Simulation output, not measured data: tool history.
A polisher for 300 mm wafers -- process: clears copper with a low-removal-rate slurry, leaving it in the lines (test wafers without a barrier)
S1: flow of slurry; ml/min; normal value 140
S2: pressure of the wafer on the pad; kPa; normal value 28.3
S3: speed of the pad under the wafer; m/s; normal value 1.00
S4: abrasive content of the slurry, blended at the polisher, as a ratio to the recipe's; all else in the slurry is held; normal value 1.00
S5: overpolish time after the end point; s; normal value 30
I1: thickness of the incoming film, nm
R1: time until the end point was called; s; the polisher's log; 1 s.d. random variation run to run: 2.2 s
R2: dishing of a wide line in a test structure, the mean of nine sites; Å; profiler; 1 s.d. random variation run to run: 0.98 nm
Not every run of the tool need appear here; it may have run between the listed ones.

{"run": 1, "hour": 0.0, "S1": 140, "S2": 28.3, "S3": 1.0, "S4": 1.0, "S5": 30, "I1": 554.2, "R1": 136.4, "R2": 587}
{"run": 2, "hour": 10.9, "S1": 140, "S2": 28.3, "S3": 1.0, "S4": 1.0, "S5": 30, "I1": 561.3, "R1": 145.0, "R2": 590}
{"run": 3, "hour": 22.6, "S1": 140, "S2": 28.3, "S3": 1.0, "S4": 1.0, "S5": 30, "I1": 561.9, "R1": 144.9, "R2": 588}
{"run": 4, "hour": 34.9, "S1": 140, "S2": 28.3, "S3": 1.0, "S4": 1.0, "S5": 30, "I1": 550.7, "R1": 142.0, "R2": 613}
{"run": 5, "hour": 42.5, "S1": 140, "S2": 28.3, "S3": 1.0, "S4": 1.0, "S5": 30, "I1": 559.9, "R1": 141.6, "R2": 606}
{"run": 6, "hour": 57.0, "S1": 140, "S2": 28.3, "S3": 1.0, "S4": 1.0, "S5": 30, "I1": 552.3, "R1": 143.2, "R2": 598}
{"run": 7, "hour": 64.0, "S1": 140, "S2": 28.3, "S3": 1.0, "S4": 1.0, "S5": 30, "I1": 562.3, "R1": 143.8, "R2": 575}
{"run": 8, "hour": 74.2, "S1": 140, "S2": 28.3, "S3": 1.0, "S4": 1.0, "S5": 30, "I1": 557.7, "R1": 147.4, "R2": 589}
{"run": 9, "hour": 89.8, "S1": 140, "S2": 28.3, "S3": 0.74, "S4": 0.8, "S5": 30, "I1": 559.4, "R1": 204.2, "R2": 461}
{"run": 10, "hour": 102.0, "S1": 140, "S2": 28.3, "S3": 0.74, "S4": 0.8, "S5": 30, "I1": 560.2, "R1": 210.6, "R2": 456}
{"hour": 106.4, "done": "slurry nozzle cleaned"}
{"hour": 106.6, "done": "slurry blender recalibrated"}
{"run": 11, "hour": 112.5, "S1": 140, "S2": 28.3, "S3": 1.0, "S4": 1.0, "S5": 30, "I1": 566.5, "R1": 133.0, "R2": 625}
{"run": 12, "hour": 130.2, "S1": 140, "S2": 28.3, "S3": 1.0, "S4": 1.0, "S5": 30, "I1": 559.1, "R1": 133.7, "R2": 654}
{"run": 13, "hour": 136.2, "S1": 175, "S2": 28.3, "S3": 0.8, "S4": 1.0, "S5": 30, "I1": 549.5, "R1": 157.5, "R2": 550}
{"hour": 150.6, "done": "worn pad replaced by a new one"}
{"run": 14, "hour": 151.1, "S1": 95, "S2": 34.5, "S3": 1.18, "S4": 1.0, "S5": 30, "I1": 560.0, "R1": 107.2, "R2": 721}
{"run": 15, "hour": 158.5, "S1": 140, "S2": 28.3, "S3": 1.0, "S4": 1.0, "S5": 30, "I1": 559.0, "R1": 132.6, "R2": 634}
{"hour": 181.5, "done": "head pressure recalibrated"}
{"run": 16, "hour": 208.2, "S1": 140, "S2": 28.3, "S3": 0.76, "S4": 1.0, "S5": 30, "I1": 559.2, "R1": 170.6, "R2": 532}
{"run": 17, "hour": 217.4, "S1": 160, "S2": 28.3, "S3": 1.18, "S4": 1.0, "S5": 30, "I1": 553.9, "R1": 110.6, "R2": 703}
{"run": 18, "hour": 228.0, "S1": 140, "S2": 28.3, "S3": 0.76, "S4": 1.0, "S5": 30, "I1": 560.2, "R1": 173.2, "R2": 527}
{"run": 19, "hour": 245.2, "S1": 165, "S2": 35.2, "S3": 1.0, "S4": 0.8, "S5": 38, "I1": 559.5, "R1": 112.4, "R2": 787}
{"run": 20, "hour": 262.0, "S1": 125, "S2": 22.1, "S3": 0.8, "S4": 1.0, "S5": 30, "I1": 561.5, "R1": 208.7, "R2": 444}
{"run": 21, "hour": 269.6, "S1": 100, "S2": 28.3, "S3": 1.1, "S4": 1.0, "S5": 30, "I1": 562.2, "R1": 135.0, "R2": 647}
{"run": 22, "hour": 282.1, "S1": 140, "S2": 28.3, "S3": 1.0, "S4": 0.8, "S5": 39, "I1": 556.5, "R1": 144.3, "R2": 697}
{"run": 23, "hour": 297.9, "S1": 140, "S2": 28.3, "S3": 1.12, "S4": 1.3, "S5": 39, "I1": 561.1, "R1": 110.3, "R2": 804}
{"run": 24, "hour": 309.6, "S1": 140, "S2": 28.3, "S3": 1.0, "S4": 1.0, "S5": 30, "I1": 556.1, "R1": 134.0, "R2": 614}
{"run": 25, "hour": 318.9, "S1": 175, "S2": 28.3, "S3": 1.14, "S4": 1.3, "S5": 30, "I1": 562.3, "R1": 109.4, "R2": 685}
{"run": 26, "hour": 332.8, "S1": 155, "S2": 20.7, "S3": 1.32, "S4": 1.0, "S5": 30, "I1": 569.2, "R1": 132.1, "R2": 620}
{"run": 27, "hour": 341.1, "S1": 140, "S2": 31.7, "S3": 1.0, "S4": 1.0, "S5": 45, "I1": 547.6, "R1": 119.0, "R2": 815}

For each run, what was the tool's unlogged condition?
removal rate lost through wear of the pad, %: 0, the same for each run
slurry flow missing at the pad, %: 0, the same for each run
deviation of the head's pressure from its setpoint, %: 0, the same for each run
H1: abrasive missing from the slurry, %
run=1 H1=23.7
run=2 H1=25.1
run=3 H1=26.8
run=4 H1=28.5
run=5 H1=29.7
run=6 H1=31.9
run=7 H1=32.9
run=8 H1=34.6
run=9 H1=37.1
run=10 H1=39.2
run=11 H1=0.844
run=12 H1=0.945
run=13 H1=1.01
run=14 H1=1.22
run=15 H1=1.36
run=16 H1=2.84
run=17 H1=3.22
run=18 H1=3.7
run=19 H1=4.57
run=20 H1=5.53
run=21 H1=6
run=22 H1=6.83
run=23 H1=7.95
run=24 H1=8.85
run=25 H1=9.6
run=26 H1=10.8
run=27 H1=11.5

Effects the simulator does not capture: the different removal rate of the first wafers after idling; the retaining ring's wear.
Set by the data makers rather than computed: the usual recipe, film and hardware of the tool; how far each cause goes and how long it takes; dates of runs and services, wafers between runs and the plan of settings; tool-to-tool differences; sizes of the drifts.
